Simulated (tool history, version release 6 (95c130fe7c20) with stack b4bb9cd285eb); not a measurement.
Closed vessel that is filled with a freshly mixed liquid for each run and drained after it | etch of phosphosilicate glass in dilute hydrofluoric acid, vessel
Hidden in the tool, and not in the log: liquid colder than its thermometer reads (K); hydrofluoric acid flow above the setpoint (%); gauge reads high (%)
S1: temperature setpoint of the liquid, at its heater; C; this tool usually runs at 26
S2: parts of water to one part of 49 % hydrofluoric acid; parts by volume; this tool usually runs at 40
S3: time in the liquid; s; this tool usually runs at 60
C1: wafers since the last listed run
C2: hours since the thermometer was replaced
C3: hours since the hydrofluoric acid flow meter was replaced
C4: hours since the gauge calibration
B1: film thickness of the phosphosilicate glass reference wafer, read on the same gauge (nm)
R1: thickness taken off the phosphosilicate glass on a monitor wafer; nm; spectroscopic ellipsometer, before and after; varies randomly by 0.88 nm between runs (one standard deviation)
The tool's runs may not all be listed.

run,day,S1,S2,S3,C1,C2,C3,C4,B1,R1
1,0,26,40,60,0,2048.1,63.8,200.2,109.98,89.4
2,1.775,26,40,60,3132,2090.7,106.4,242.8,110.01,90.46
3,3.321,26,40,60,2728,2127.8,143.5,279.9,109.95,89.76
4,5.188,26,40,60,3294,2172.6,188.3,324.7,110.02,88.96
5,6.567,26,40,60,2434,2205.7,221.4,357.8,110.03,90.2
6,8.071,25,40,60,2654,2241.8,257.5,393.9,109.95,85.5
7,10.608,26,45,35,4478,2302.7,318.4,454.8,109.96,45.86
8,13.196,26,30,75,4566,2364.8,380.5,516.9,110.02,148.96
9,16.108,29,50,60,5140,2434.7,450.4,586.8,109.96,79.8

Run 10 is up next; what results do you expect?
# day 16.167: gauge calibrated
# day 16.379: hydrofluoric acid flow meter replaced
10,17.438,26,20,60,2272,2466.6,25.4,30.5,?,?

B1: 109.96
R1: 182.09 nm
The same run, on a tool lacking any hidden state, would have yielded R1 207.91 nm.
